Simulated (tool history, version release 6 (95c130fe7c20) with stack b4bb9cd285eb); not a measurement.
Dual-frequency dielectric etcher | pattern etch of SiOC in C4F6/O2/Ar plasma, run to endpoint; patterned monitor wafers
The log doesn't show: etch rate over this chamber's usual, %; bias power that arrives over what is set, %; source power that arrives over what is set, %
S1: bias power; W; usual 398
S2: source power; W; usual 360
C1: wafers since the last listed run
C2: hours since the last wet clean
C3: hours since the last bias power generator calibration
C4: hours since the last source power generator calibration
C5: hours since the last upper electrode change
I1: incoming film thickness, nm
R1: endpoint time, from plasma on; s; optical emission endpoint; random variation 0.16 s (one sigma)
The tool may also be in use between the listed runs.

Run 1, hour 0.0: usual settings but S1 478 W; C1 0; C2 367.6; C3 3783.3; C4 4065.1; C5 3882.2; I1 46.74. Result: R1 16.5 s.
Run 2, hour 13.2: usual settings but S1 478 W; C1 171; C2 380.8; C3 3796.5; C4 4078.3; C5 3895.4; I1 46.65. Result: R1 17.1 s.
Run 3, hour 28.1: usual settings; C1 193; C2 395.7; C3 3811.4; C4 4093.2; C5 3910.3; I1 46.70. Result: R1 17.8 s.
Run 4, hour 57.1: usual settings; C1 376; C2 424.7; C3 3840.4; C4 4122.2; C5 3939.3; I1 47.06. Result: R1 17.7 s.
Run 5, hour 92.5: usual settings; C1 459; C2 460.1; C3 3875.8; C4 4157.6; C5 3974.7; I1 47.28. Result: R1 18.0 s.
Run 6, hour 121.9: usual settings; C1 381; C2 489.5; C3 3905.2; C4 4187.0; C5 4004.1; I1 46.74. Result: R1 17.8 s.
Run 7, hour 140.9: usual settings; C1 246; C2 508.5; C3 3924.2; C4 4206.0; C5 4023.1; I1 46.96. Result: R1 17.8 s.
Run 8, hour 158.7: usual settings; C1 230; C2 526.3; C3 3942.0; C4 4223.8; C5 4040.9; I1 47.30. Result: R1 18.0 s.
Run 9, hour 177.2: usual settings; C1 239; C2 544.8; C3 3960.5; C4 4242.3; C5 4059.4; I1 47.08. Result: R1 17.9 s.
Run 10, hour 205.8: usual settings; C1 370; C2 573.4; C3 3989.1; C4 4270.9; C5 4088.0; I1 46.86. Result: R1 17.6 s.
At hour 210.3: bias power generator calibrated.
Run 11, hour 240.8: usual settings; C1 401; C2 608.4; C3 30.5; C4 4305.9; C5 4123.0; I1 47.29. Result: R1 18.0 s.
Run 12, hour 258.4: usual settings; C1 228; C2 626.0; C3 48.1; C4 4323.5; C5 4140.6; I1 47.51. Result: R1 18.3 s.
At hour 298.3: wet clean of the chamber.
Run 13, hour 298.8: usual settings but S1 336 W; C1 212; C2 0.5; C3 88.5; C4 4363.9; C5 4181.0; I1 47.01. Result: R1 18.7 s.
Run 14, hour 304.9: usual settings but S1 336 W; C1 79; C2 6.6; C3 94.6; C4 4370.0; C5 4187.1; I1 47.22. Result: R1 19.0 s.
Run 15, hour 323.0: usual settings but S1 370 W, S2 310 W; C1 234; C2 24.7; C3 112.7; C4 4388.1; C5 4205.2; I1 47.20. Result: R1 20.0 s.
Run 16, hour 337.5: usual settings but S1 453 W; C1 188; C2 39.2; C3 127.2; C4 4402.6; C5 4219.7; I1 47.31. Result: R1 17.5 s.
Run 17, hour 363.3: usual settings but S2 400 W; C1 334; C2 65.0; C3 153.0; C4 4428.4; C5 4245.5; I1 47.34. Result: R1 16.9 s.
At hour 420.1: source power generator calibrated.
At hour 459.8: upper electrode replaced.
Run 18, hour 460.3: usual settings but S1 473 W, S2 300 W; C1 894; C2 162.0; C3 250.0; C4 40.2; C5 0.5; I1 46.92. Result: R1 19.0 s.
Run 19, hour 472.0: usual settings; C1 151; C2 173.7; C3 261.7; C4 51.9; C5 12.2; I1 46.97. Result: R1 17.7 s.
Run 20, hour 492.9: usual settings but S1 458 W, S2 440 W; C1 270; C2 194.6; C3 282.6; C4 72.8; C5 33.1; I1 47.29. Result: R1 15.3 s.

The next listed run, before its measurement:
Run 21, hour 517.5: usual settings but S1 448 W, S2 420 W; C1 318; C2 219.2; C3 307.2; C4 97.4; C5 57.7; I1 46.93. Result: R1 ?.

{"run 21": {"R1": 15.9}}
Without the tool's hidden state the same run would have given R1 15.9 s.

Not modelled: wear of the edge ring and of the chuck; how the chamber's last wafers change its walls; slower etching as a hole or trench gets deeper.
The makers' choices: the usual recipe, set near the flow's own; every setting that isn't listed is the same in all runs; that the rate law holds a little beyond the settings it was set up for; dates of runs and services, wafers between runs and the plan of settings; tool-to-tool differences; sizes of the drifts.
